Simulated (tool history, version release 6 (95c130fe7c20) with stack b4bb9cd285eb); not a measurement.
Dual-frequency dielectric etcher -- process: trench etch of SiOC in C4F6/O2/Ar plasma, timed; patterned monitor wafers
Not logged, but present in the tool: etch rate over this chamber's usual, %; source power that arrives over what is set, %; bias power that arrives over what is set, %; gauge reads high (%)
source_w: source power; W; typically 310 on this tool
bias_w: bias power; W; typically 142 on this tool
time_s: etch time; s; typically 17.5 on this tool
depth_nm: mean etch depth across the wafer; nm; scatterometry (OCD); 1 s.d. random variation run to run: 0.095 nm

run    hour  source_w  bias_w  time_s  wafers since the last listed run  hours since the last wet clean  hours since the last source power generator calibration  hours since the last bias power generator calibration  hours since the last upper electrode change  hours since the gauge calibration  read-back reference wafer on the same gauge, depth_nm  depth_nm
  1       0       340     142      20                                 0                             325                                                   1162.6                                                 4122.9                                       4861.1                             1861.5                                                  30.82     35.24
  2    89.2       310     142    17.5                              1405                           414.2                                                   1251.8                                                 4212.1                                       4950.3                             1950.7                                                  30.83     29.68
  3   172.6       310     142    17.5                              1314                           497.6                                                   1335.2                                                 4295.5                                       5033.7                             2034.1                                                  30.76      29.7
  4   246.3       310     142    17.5                              1161                           571.3                                                   1408.9                                                 4369.2                                       5107.4                             2107.8                                                  30.78     29.77
      311.3  -- wet clean of the chamber
  5   322.5       310     142    17.5                               822                            11.2                                                   1485.1                                                 4445.4                                       5183.6                               2184                                                   30.8     29.61
  6   360.5       310     142    17.5                               598                            49.2                                                   1523.1                                                 4483.4                                       5221.6                               2222                                                  30.79      29.8
  7   421.6       310     142    17.5                               962                           110.3                                                   1584.2                                                 4544.5                                       5282.7                             2283.1                                                  30.81     29.79
        436  -- bias power generator calibrated
      456.1  -- upper electrode replaced
  8   459.8       260     142      19                               221                           148.5                                                   1622.4                                                   23.8                                          3.7                             2321.3                                                  30.81     30.14
  9   516.7       310     142    17.5                               896                           205.4                                                   1679.3                                                   80.7                                         60.6                             2378.2                                                  30.79     29.94
 10   606.8       310     142    17.5                              1419                           295.5                                                   1769.4                                                  170.8                                        150.7                             2468.3                                                  30.82     29.61
 11   652.5       310     142    17.5                               720                           341.2                                                   1815.1                                                  216.5                                        196.4                               2514                                                  30.79     29.85
 12   689.6       310     142    17.5                               584                           378.3                                                   1852.2                                                  253.6                                        233.5                             2551.1                                                  30.77     29.72
        809  -- wet clean of the chamber
 13   809.5       310     123    20.5                              1511                             0.5                                                   1972.1                                                  373.5                                        353.4                               2671                                                  30.78     32.39
 14   828.4       310     142    17.5                               297                            19.4                                                     1991                                                  392.4                                        372.3                             2689.9                                                  30.79     29.75
      897.3  -- gauge calibrated
 15   914.7       270     142      20                              1359                           105.7                                                   2077.3                                                  478.7                                        458.6                               17.4                                                   30.8     32.29
 16   963.7       340     170    17.5                               772                           154.7                                                   2126.3                                                  527.7                                        507.6                               66.4                                                  30.79     33.56
 17  1060.3       280     170    21.5                              1522                           251.3                                                   2222.9                                                  624.3                                        604.2                                163                                                  30.79      38.4
 18  1262.2       310     142      21                              3181                           453.2                                                   2424.8                                                  826.2                                        806.1                              364.9                                                  30.81     35.82
     1331.2  -- source power generator calibrated
     1449.8  -- wet clean of the chamber
 19  1569.3       380     113      20                              4397                           119.5                                                    238.1                                                 1133.3                                       1113.2                                672                                                  30.78     32.86
 20  1622.5       250     142    17.5                               838                           172.7                                                    291.3                                                 1186.5                                       1166.4                              725.2                                                   30.8     27.29
 21  1717.7       280     130    17.5                              1500                           267.9                                                    386.5                                                 1281.7                                       1261.6                              820.4                                                  30.79     27.35
 22  1787.9       340     153      22                              1106                           338.1                                                    456.7                                                 1351.9                                       1331.8                              890.6                                                  30.79     40.22
 23    1857       360     142    17.5                              1088                           407.2                                                    525.8                                                   1421                                       1400.9                              959.7                                                  30.78     31.62
 24  1925.3       310     142    17.5                              1076                           475.5                                                    594.1                                                 1489.3                                       1469.2                               1028                                                  30.82     29.79
 25  1968.3       230     167      19                               677                           518.5                                                    637.1                                                 1532.3                                       1512.2                               1071                                                  30.83     30.99
     2008.4  -- wet clean of the chamber
 26  2064.7       270     178    20.5                              1140                            56.3                                                    733.5                                                 1628.7                                       1608.6                             1167.4                                                  30.81     36.77
 27  2140.7       330     142    17.5                              1197                           132.3                                                    809.5                                                 1704.7                                       1684.6                             1243.4                                                  30.82     30.52
 28  2209.2       310     142      13                              1079                           200.8                                                      878                                                 1773.2                                       1753.1                             1311.9                                                   30.8     22.13
 29  2308.3       230     142    12.5                              1561                           299.9                                                    977.1                                                 1872.3                                       1852.2                               1411                                                   30.8     18.74

Predict each of these 5 candidate next runs independently; none follows another, all start after run 29:
  A  2308.7       280     142    17.5                                 6                           300.3                                                    977.5                                                 1872.7                                       1852.6                             1411.4                                                      ?         ?
  B  2308.7       240     142    17.5                                 6                           300.3                                                    977.5                                                 1872.7                                       1852.6                             1411.4                                                      ?         ?
  C  2308.7       240     123      13                                 6                           300.3                                                    977.5                                                 1872.7                                       1852.6                             1411.4                                                      ?         ?
  D  2308.7       280     125    13.5                                 6                           300.3                                                    977.5                                                 1872.7                                       1852.6                             1411.4                                                      ?         ?
  E  2308.7       360     110      14                                 6                           300.3                                                    977.5                                                 1872.7                                       1852.6                             1411.4                                                      ?         ?

run  read-back reference wafer on the same gauge, depth_nm  depth_nm
  A                                                  30.82     28.71
  B                                                  30.82     27.01
  C                                                  30.82     18.65
  D                                                  30.82     20.78
  E                                                  30.82     22.33
Stripped of hidden state, with their random variation kept, the same runs would have yielded:
run  depth_nm
  A     28.71
  B     27.01
  C     18.65
  D     20.78
  E     22.33
